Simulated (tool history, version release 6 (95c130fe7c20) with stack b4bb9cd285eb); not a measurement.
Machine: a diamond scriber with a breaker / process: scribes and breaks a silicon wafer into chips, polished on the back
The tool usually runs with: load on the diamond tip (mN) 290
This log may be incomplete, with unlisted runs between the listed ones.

run   hour  load on the diamond tip (mN)  wafers since the last listed run  hours since the diamond tip was replaced  hours since the load on the tip was calibrated  incoming depth of the damage left on the back of the incoming wafer, um  depth of the median crack under the scribed line (um)  chips rejected at inspection after the break (%)
  1      0                           341                                 0                                     217.6                                          1569.1                                                                     0.01                                                   9.86                                              0.73
  2   26.6                           290                                58                                     244.2                                          1595.7                                                                     0.01                                                   8.51                                              3.07
  3   43.6                           290                                37                                     261.2                                          1612.7                                                                     0.04                                                    8.5                                              3.35
  4     75                           290                                69                                     292.6                                          1644.1                                                                     0.01                                                    8.7                                              3.74
  5   94.6                           290                                43                                     312.2                                          1663.7                                                                     0.03                                                   8.47                                              4.34
  6  111.4                           290                                36                                       329                                          1680.5                                                                     0.05                                                   8.49                                              4.95
  7  137.1                           290                                56                                     354.7                                          1706.2                                                                     0.04                                                    8.3                                              5.19
  8  166.4                           358                                64                                       384                                          1735.5                                                                     0.01                                                   9.78                                              0.48
  9    187                           290                                45                                     404.6                                          1756.1                                                                     0.03                                                   8.13                                              6.58
 10  222.1                           290                                77                                     439.7                                          1791.2                                                                     0.04                                                   8.18                                              7.88
 11  246.7                           290                                54                                     464.3                                          1815.8                                                                     0.05                                                   8.06                                              8.64
     260.2  -- diamond tip replaced by a new one
 12  269.5                           262                                45                                       9.3                                          1838.6                                                                     0.02                                                   8.64                                              2.86
 13  305.2                           262                                78                                        45                                          1874.3                                                                     0.01                                                   8.58                                              3.55
 14    338                           290                                72                                      77.8                                          1907.1                                                                     0.05                                                   9.07                                              0.76
 15    356                           253                                39                                      95.8                                          1925.1                                                                     0.01                                                   8.22                                              6.35
 16  372.7                           369                                36                                     112.5                                          1941.8                                                                     0.04                                                  10.84                                              6.12
 17  393.2                           253                                45                                       133                                          1962.3                                                                     0.02                                                   8.11                                              7.26
 18    470                           340                               168                                     209.8                                          2039.1                                                                     0.01                                                   9.89                                              1.02
 19    492                           290                                48                                     231.8                                          2061.1                                                                     0.05                                                   8.78                                              2.34
 20  507.7                           230                                34                                     247.5                                          2076.8                                                                     0.05                                                   7.18                                             19.54
 21  520.5                           345                                28                                     260.3                                          2089.6                                                                     0.04                                                   9.84                                              0.88
     590.9  -- load on the tip recalibrated
 22  621.1                           369                               216                                     360.9                                            30.2                                                                     0.03                                                  10.13                                              1.31
 23  648.7                           359                                60                                     388.5                                            57.8                                                                     0.02                                                   9.82                                              0.62
 24  663.7                           210                                32                                     403.5                                            72.8                                                                     0.03                                                   6.48                                             35.66
     676.7  -- diamond tip replaced by a new one
 25  691.8                           245                                57                                      15.1                                           100.9                                                                     0.04                                                   8.27                                              5.53
 26  719.2                           341                                60                                      42.5                                           128.3                                                                     0.05                                                  10.79                                              3.87
 27  749.2                           366                                65                                      72.5                                           158.3                                                                     0.04                                                  11.29                                              7.33
 28    783                           361                                74                                     106.3                                           192.1                                                                     0.02                                                  10.97                                              5.53
 29  817.7                           344                                76                                       141                                           226.8                                                                     0.03                                                  10.36                                              2.41
 30  832.2                           234                                31                                     155.5                                           241.3                                                                     0.02                                                   7.59                                             12.47
 31  849.9                           290                                38                                     173.2                                             259                                                                     0.04                                                   8.85                                              1.22

3 options for the next run, each taken on its own from the tool as it stands now. Forecast them:
  A  850.6                           290                                 1                                     173.9                                           259.7                                                                     0.02                                                      ?                                                 ?
  B  850.6                           259                                 1                                     173.9                                           259.7                                                                     0.02                                                      ?                                                 ?
  C  850.6                           355                                 1                                     173.9                                           259.7                                                                     0.02                                                      ?                                                 ?

run  depth of the median crack under the scribed line (um)  chips rejected at inspection after the break (%)
  A                                                   9.16                                              1.13
  B                                                   8.36                                              5.58
  C                                                  10.73                                              3.16
Without the tool's hidden state the same runs would have given:
run  depth of the median crack under the scribed line (um)  chips rejected at inspection after the break (%)
  A                                                   9.66                                               0.4
  B                                                   8.82                                              2.49
  C                                                  11.31                                              6.57

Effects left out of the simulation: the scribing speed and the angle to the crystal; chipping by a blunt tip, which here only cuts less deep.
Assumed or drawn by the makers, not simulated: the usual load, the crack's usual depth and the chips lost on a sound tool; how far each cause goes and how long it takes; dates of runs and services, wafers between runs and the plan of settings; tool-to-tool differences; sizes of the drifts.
